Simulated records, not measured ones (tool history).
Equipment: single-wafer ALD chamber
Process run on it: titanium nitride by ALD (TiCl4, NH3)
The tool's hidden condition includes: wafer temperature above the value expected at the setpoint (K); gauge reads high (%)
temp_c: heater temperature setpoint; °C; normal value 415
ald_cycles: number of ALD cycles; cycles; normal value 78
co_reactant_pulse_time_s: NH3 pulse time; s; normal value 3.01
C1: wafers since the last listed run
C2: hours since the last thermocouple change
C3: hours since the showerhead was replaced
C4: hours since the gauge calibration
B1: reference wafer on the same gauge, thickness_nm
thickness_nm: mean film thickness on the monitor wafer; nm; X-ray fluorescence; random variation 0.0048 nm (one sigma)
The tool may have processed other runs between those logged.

run 1 hour=0 | temp_c=421 ald_cycles=78 co_reactant_pulse_time_s=3.01 | C1=0 C2=1818.8 C3=2906 C4=114.3 | B1=1.93 | thickness_nm=1.941
run 2 hour=26.3 | temp_c=421 ald_cycles=78 co_reactant_pulse_time_s=3.01 | C1=67 C2=1845.1 C3=2932.3 C4=140.6 | B1=1.929 | thickness_nm=1.936
run 3 hour=48.1 | temp_c=421 ald_cycles=78 co_reactant_pulse_time_s=3.01 | C1=56 C2=1866.9 C3=2954.1 C4=162.4 | B1=1.93 | thickness_nm=1.942
run 4 hour=60.3 | temp_c=420 ald_cycles=78 co_reactant_pulse_time_s=3.01 | C1=31 C2=1879.1 C3=2966.3 C4=174.6 | B1=1.931 | thickness_nm=1.941
run 5 hour=78.2 | temp_c=420 ald_cycles=78 co_reactant_pulse_time_s=3.01 | C1=46 C2=1897 C3=2984.2 C4=192.5 | B1=1.929 | thickness_nm=1.93
run 6 hour=103.6 | temp_c=415 ald_cycles=78 co_reactant_pulse_time_s=3.01 | C1=65 C2=1922.4 C3=3009.6 C4=217.9 | B1=1.93 | thickness_nm=1.939
run 7 hour=117.9 | temp_c=415 ald_cycles=78 co_reactant_pulse_time_s=3.01 | C1=36 C2=1936.7 C3=3023.9 C4=232.2 | B1=1.928 | thickness_nm=1.934
run 8 hour=148.3 | temp_c=415 ald_cycles=78 co_reactant_pulse_time_s=3.01 | C1=78 C2=1967.1 C3=3054.3 C4=262.6 | B1=1.931 | thickness_nm=1.939
run 9 hour=163.6 | temp_c=415 ald_cycles=78 co_reactant_pulse_time_s=2.34 | C1=39 C2=1982.4 C3=3069.6 C4=277.9 | B1=1.929 | thickness_nm=1.913
run 10 hour=196.7 | temp_c=415 ald_cycles=78 co_reactant_pulse_time_s=2.34 | C1=85 C2=2015.5 C3=3102.7 C4=311 | B1=1.93 | thickness_nm=1.909
run 11 hour=227.2 | temp_c=415 ald_cycles=78 co_reactant_pulse_time_s=2.34 | C1=78 C2=2046 C3=3133.2 C4=341.5 | B1=1.929 | thickness_nm=1.908
run 12 hour=247.4 | temp_c=415 ald_cycles=78 co_reactant_pulse_time_s=3.01 | C1=52 C2=2066.2 C3=3153.4 C4=361.7 | B1=1.929 | thickness_nm=1.935
run 13 hour=269.2 | temp_c=415 ald_cycles=78 co_reactant_pulse_time_s=2.15 | C1=56 C2=2088 C3=3175.2 C4=383.5 | B1=1.929 | thickness_nm=1.901
run 14 hour=286.9 | temp_c=415 ald_cycles=78 co_reactant_pulse_time_s=3.01 | C1=45 C2=2105.7 C3=3192.9 C4=401.2 | B1=1.927 | thickness_nm=1.934
run 15 hour=314.8 | temp_c=415 ald_cycles=78 co_reactant_pulse_time_s=3.01 | C1=72 C2=2133.6 C3=3220.8 C4=429.1 | B1=1.929 | thickness_nm=1.938
run 16 hour=333.8 | temp_c=415 ald_cycles=78 co_reactant_pulse_time_s=3.6 | C1=49 C2=2152.6 C3=3239.8 C4=448.1 | B1=1.93 | thickness_nm=1.949
run 17 hour=362.4 | temp_c=415 ald_cycles=78 co_reactant_pulse_time_s=3.6 | C1=73 C2=2181.2 C3=3268.4 C4=476.7 | B1=1.932 | thickness_nm=1.944
run 18 hour=392.6 | temp_c=415 ald_cycles=66 co_reactant_pulse_time_s=3.01 | C1=78 C2=2211.4 C3=3298.6 C4=506.9 | B1=1.931 | thickness_nm=1.638
run 19 hour=422.8 | temp_c=415 ald_cycles=73 co_reactant_pulse_time_s=3.01 | C1=78 C2=2241.6 C3=3328.8 C4=537.1 | B1=1.93 | thickness_nm=1.814
-- hour=442 gauge calibrated
-- hour=476 thermocouple changed; heater temperature recalibrated
run 20 hour=494.3 | temp_c=404 ald_cycles=85 co_reactant_pulse_time_s=3.35 | C1=164 C2=18.3 C3=3400.3 C4=52.3 | B1=1.931 | thickness_nm=2.124
run 21 hour=523.1 | temp_c=426 ald_cycles=78 co_reactant_pulse_time_s=3.01 | C1=74 C2=47.1 C3=3429.1 C4=81.1 | B1=1.929 | thickness_nm=1.942
-- hour=541.3 showerhead replaced
run 22 hour=543.4 | temp_c=404 ald_cycles=90 co_reactant_pulse_time_s=3.51 | C1=31 C2=67.4 C3=2.1 C4=101.4 | B1=1.928 | thickness_nm=2.242
run 23 hour=556.1 | temp_c=406 ald_cycles=89 co_reactant_pulse_time_s=2.7 | C1=32 C2=80.1 C3=14.8 C4=114.1 | B1=1.929 | thickness_nm=2.192
run 24 hour=569 | temp_c=415 ald_cycles=78 co_reactant_pulse_time_s=3.01 | C1=33 C2=93 C3=27.7 C4=127 | B1=1.93 | thickness_nm=1.945
run 25 hour=584.6 | temp_c=415 ald_cycles=78 co_reactant_pulse_time_s=3.55 | C1=40 C2=108.6 C3=43.3 C4=142.6 | B1=1.929 | thickness_nm=1.947
run 26 hour=613 | temp_c=427 ald_cycles=92 co_reactant_pulse_time_s=2.32 | C1=73 C2=137 C3=71.7 C4=171 | B1=1.929 | thickness_nm=2.253
run 27 hour=645.4 | temp_c=409 ald_cycles=93 co_reactant_pulse_time_s=2.44 | C1=83 C2=169.4 C3=104.1 C4=203.4 | B1=1.928 | thickness_nm=2.288
run 28 hour=666.8 | temp_c=401 ald_cycles=63 co_reactant_pulse_time_s=3.32 | C1=55 C2=190.8 C3=125.5 C4=224.8 | B1=1.93 | thickness_nm=1.564
run 29 hour=679.7 | temp_c=415 ald_cycles=78 co_reactant_pulse_time_s=3.01 | C1=33 C2=203.7 C3=138.4 C4=237.7 | B1=1.932 | thickness_nm=1.937
run 30 hour=700.9 | temp_c=426 ald_cycles=68 co_reactant_pulse_time_s=3.71 | C1=54 C2=224.9 C3=159.6 C4=258.9 | B1=1.928 | thickness_nm=1.705

Branching from run 30: 5 alternative next runs. What would each branch give?
run A hour=701.5 | temp_c=415 ald_cycles=92 co_reactant_pulse_time_s=3.01 | C1=1 C2=225.5 C3=160.2 C4=259.5 | B1=? | thickness_nm=?
run B hour=701.5 | temp_c=402 ald_cycles=88 co_reactant_pulse_time_s=3.32 | C1=1 C2=225.5 C3=160.2 C4=259.5 | B1=? | thickness_nm=?
run C hour=701.5 | temp_c=415 ald_cycles=78 co_reactant_pulse_time_s=4.15 | C1=1 C2=225.5 C3=160.2 C4=259.5 | B1=? | thickness_nm=?
run D hour=701.5 | temp_c=407 ald_cycles=66 co_reactant_pulse_time_s=3.83 | C1=1 C2=225.5 C3=160.2 C4=259.5 | B1=? | thickness_nm=?
run E hour=701.5 | temp_c=407 ald_cycles=78 co_reactant_pulse_time_s=3.01 | C1=1 C2=225.5 C3=160.2 C4=259.5 | B1=? | thickness_nm=?

run=A B1=1.929 thickness_nm=2.29
run=B B1=1.929 thickness_nm=2.195
run=C B1=1.929 thickness_nm=1.961
run=D B1=1.929 thickness_nm=1.655
run=E B1=1.929 thickness_nm=1.939
Stripped of hidden state, with their random variation kept, the same runs would have yielded:
run=A thickness_nm=2.29
run=B thickness_nm=2.195
run=C thickness_nm=1.961
run=D thickness_nm=1.655
run=E thickness_nm=1.939
